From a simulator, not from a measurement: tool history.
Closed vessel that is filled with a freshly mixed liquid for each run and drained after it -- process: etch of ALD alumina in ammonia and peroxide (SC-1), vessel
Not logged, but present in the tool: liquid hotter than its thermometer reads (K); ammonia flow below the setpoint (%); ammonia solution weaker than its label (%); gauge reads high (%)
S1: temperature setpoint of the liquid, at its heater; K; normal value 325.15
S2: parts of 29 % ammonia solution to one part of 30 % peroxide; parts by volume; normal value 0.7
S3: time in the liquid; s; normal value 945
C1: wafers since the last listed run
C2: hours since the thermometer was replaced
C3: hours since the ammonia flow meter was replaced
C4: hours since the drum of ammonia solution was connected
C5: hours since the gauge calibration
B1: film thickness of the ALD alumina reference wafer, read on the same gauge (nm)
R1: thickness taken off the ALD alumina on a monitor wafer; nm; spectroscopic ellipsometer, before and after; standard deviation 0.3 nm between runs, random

{"run": 1, "day": 0.0, "S1": 325.15, "S2": 0.7, "S3": 945, "C1": 0, "C2": 3.7, "C3": 59.9, "C4": 443.1, "C5": 2425.1, "B1": 70, "R1": 62.58}
{"run": 2, "day": 1.808, "S1": 325.15, "S2": 0.7, "S3": 1195, "C1": 2437, "C2": 47.1, "C3": 103.3, "C4": 486.5, "C5": 2468.5, "B1": 69.98, "R1": 79.64}
{"run": 3, "day": 9.242, "S1": 325.15, "S2": 0.7, "S3": 1195, "C1": 10019, "C2": 225.5, "C3": 281.7, "C4": 664.9, "C5": 2646.9, "B1": 70.01, "R1": 80.04}
{"run": 4, "day": 10.892, "S1": 325.15, "S2": 0.7, "S3": 945, "C1": 2224, "C2": 265.1, "C3": 321.3, "C4": 704.5, "C5": 2686.5, "B1": 69.99, "R1": 63.26}
{"run": 5, "day": 12.475, "S1": 325.15, "S2": 0.7, "S3": 945, "C1": 2134, "C2": 303.1, "C3": 359.3, "C4": 742.5, "C5": 2724.5, "B1": 70.01, "R1": 64.28}
{"day": 14.046, "done": "new drum of ammonia solution connected"}
{"run": 6, "day": 14.729, "S1": 333.15, "S2": 0.8, "S3": 1270, "C1": 2982, "C2": 357.2, "C3": 413.4, "C4": 16.4, "C5": 2778.6, "B1": 70.01, "R1": 131.91}
{"run": 7, "day": 17.392, "S1": 330.65, "S2": 0.7, "S3": 1255, "C1": 3588, "C2": 421.1, "C3": 477.3, "C4": 80.3, "C5": 2842.5, "B1": 70.03, "R1": 112.6}
{"day": 17.958, "done": "thermometer replaced, repeated, since the last time left the tool worse"}
{"run": 8, "day": 18.738, "S1": 317.15, "S2": 0.85, "S3": 1430, "C1": 1757, "C2": 18.7, "C3": 509.6, "C4": 112.6, "C5": 2874.8, "B1": 70.02, "R1": 58.28}
{"run": 9, "day": 20.133, "S1": 315.65, "S2": 0.9, "S3": 485, "C1": 1881, "C2": 52.2, "C3": 543.1, "C4": 146.1, "C5": 2908.3, "B1": 69.98, "R1": 18.31}
{"run": 10, "day": 21.208, "S1": 325.15, "S2": 0.7, "S3": 945, "C1": 1449, "C2": 78, "C3": 568.9, "C4": 171.9, "C5": 2934.1, "B1": 69.98, "R1": 60.34}
{"day": 21.946, "done": "gauge calibrated"}
{"run": 11, "day": 22.783, "S1": 319.15, "S2": 0.55, "S3": 1345, "C1": 2123, "C2": 115.8, "C3": 606.7, "C4": 209.7, "C5": 20.1, "B1": 69.99, "R1": 58.74}
{"day": 23.454, "done": "ammonia flow meter replaced"}
{"run": 12, "day": 24.812, "S1": 316.15, "S2": 0.7, "S3": 755, "C1": 2679, "C2": 164.5, "C3": 32.6, "C4": 258.4, "C5": 68.8, "B1": 69.99, "R1": 28.77}
{"run": 13, "day": 26.65, "S1": 325.15, "S2": 0.7, "S3": 615, "C1": 2476, "C2": 208.6, "C3": 76.7, "C4": 302.5, "C5": 112.9, "B1": 70, "R1": 38.9}
{"run": 14, "day": 28.925, "S1": 316.65, "S2": 0.7, "S3": 610, "C1": 3066, "C2": 263.2, "C3": 131.3, "C4": 357.1, "C5": 167.5, "B1": 70, "R1": 24.15}
{"run": 15, "day": 30.133, "S1": 325.15, "S2": 0.7, "S3": 945, "C1": 1628, "C2": 292.2, "C3": 160.3, "C4": 386.1, "C5": 196.5, "B1": 70.01, "R1": 60.03}
{"run": 16, "day": 32.004, "S1": 315.65, "S2": 0.7, "S3": 1270, "C1": 2521, "C2": 337.1, "C3": 205.2, "C4": 431, "C5": 241.4, "B1": 70.03, "R1": 47.06}
{"run": 17, "day": 40.725, "S1": 325.15, "S2": 0.7, "S3": 945, "C1": 11755, "C2": 546.4, "C3": 414.5, "C4": 640.3, "C5": 450.7, "B1": 70, "R1": 60.44}
{"run": 18, "day": 42.096, "S1": 325.15, "S2": 1, "S3": 945, "C1": 1847, "C2": 579.3, "C3": 447.4, "C4": 673.2, "C5": 483.6, "B1": 70, "R1": 62.04}
{"run": 19, "day": 44.517, "S1": 328.15, "S2": 0.7, "S3": 1215, "C1": 3263, "C2": 637.4, "C3": 505.5, "C4": 731.3, "C5": 541.7, "B1": 69.99, "R1": 91.27}
{"day": 46.958, "done": "ammonia flow meter replaced"}
{"run": 20, "day": 46.983, "S1": 334.15, "S2": 0.5, "S3": 1225, "C1": 3268, "C2": 696.6, "C3": 0.6, "C4": 790.5, "C5": 600.9, "B1": 69.98, "R1": 121.59}
{"day": 47.375, "done": "new drum of ammonia solution connected"}
{"run": 21, "day": 48.675, "S1": 316.65, "S2": 0.7, "S3": 1125, "C1": 2224, "C2": 737.2, "C3": 41.2, "C4": 31.2, "C5": 641.5, "B1": 69.99, "R1": 44.42}
{"run": 22, "day": 51.567, "S1": 325.15, "S2": 0.7, "S3": 945, "C1": 3897, "C2": 806.6, "C3": 110.6, "C4": 100.6, "C5": 710.9, "B1": 69.99, "R1": 60.59}
{"run": 23, "day": 53.358, "S1": 315.65, "S2": 0.9, "S3": 1450, "C1": 2415, "C2": 849.6, "C3": 153.6, "C4": 143.6, "C5": 753.9, "B1": 70, "R1": 56.18}
{"run": 24, "day": 55.371, "S1": 318.15, "S2": 0.35, "S3": 945, "C1": 2712, "C2": 897.9, "C3": 201.9, "C4": 191.9, "C5": 802.2, "B1": 70.03, "R1": 38.42}
{"run": 25, "day": 57.475, "S1": 325.15, "S2": 0.6, "S3": 945, "C1": 2836, "C2": 948.4, "C3": 252.4, "C4": 242.4, "C5": 852.7, "B1": 70, "R1": 59.66}
{"run": 26, "day": 59.579, "S1": 325.15, "S2": 0.85, "S3": 1450, "C1": 2836, "C2": 998.9, "C3": 302.9, "C4": 292.9, "C5": 903.2, "B1": 70, "R1": 94.6}
{"run": 27, "day": 62.304, "S1": 334.15, "S2": 1, "S3": 690, "C1": 3673, "C2": 1064.3, "C3": 368.3, "C4": 358.3, "C5": 968.6, "B1": 70, "R1": 72.85}
{"run": 28, "day": 64.029, "S1": 325.15, "S2": 0.7, "S3": 945, "C1": 2325, "C2": 1105.7, "C3": 409.7, "C4": 399.7, "C5": 1010, "B1": 69.98, "R1": 60.73}

Selected run-to-run steps in R1, each split into two signed amounts: the part the tool would show with no hidden state at all (from settings, incoming material and random variation), and the remainder, which goes to the hidden state together with any gauge scatter not common to the measured and the hidden-state-free results:
Run 5 -> 6: S1 325.15 -> 333.15, S2 0.7 -> 0.8, S3 945 -> 1270, new drum of ammonia solution connected. R1 +67.63 nm: hidden state +4.18, all else +63.45.
Run 7 -> 8: S1 330.65 -> 317.15, S2 0.7 -> 0.85, S3 1255 -> 1430, thermometer replaced, repeated, since the last time left the tool worse. R1 -54.32 nm: hidden state -7.17, all else -47.15.
Run 20 -> 21: S1 334.15 -> 316.65, S2 0.5 -> 0.7, S3 1225 -> 1125, new drum of ammonia solution connected. R1 -77.17 nm: hidden state -1, all else -76.17.
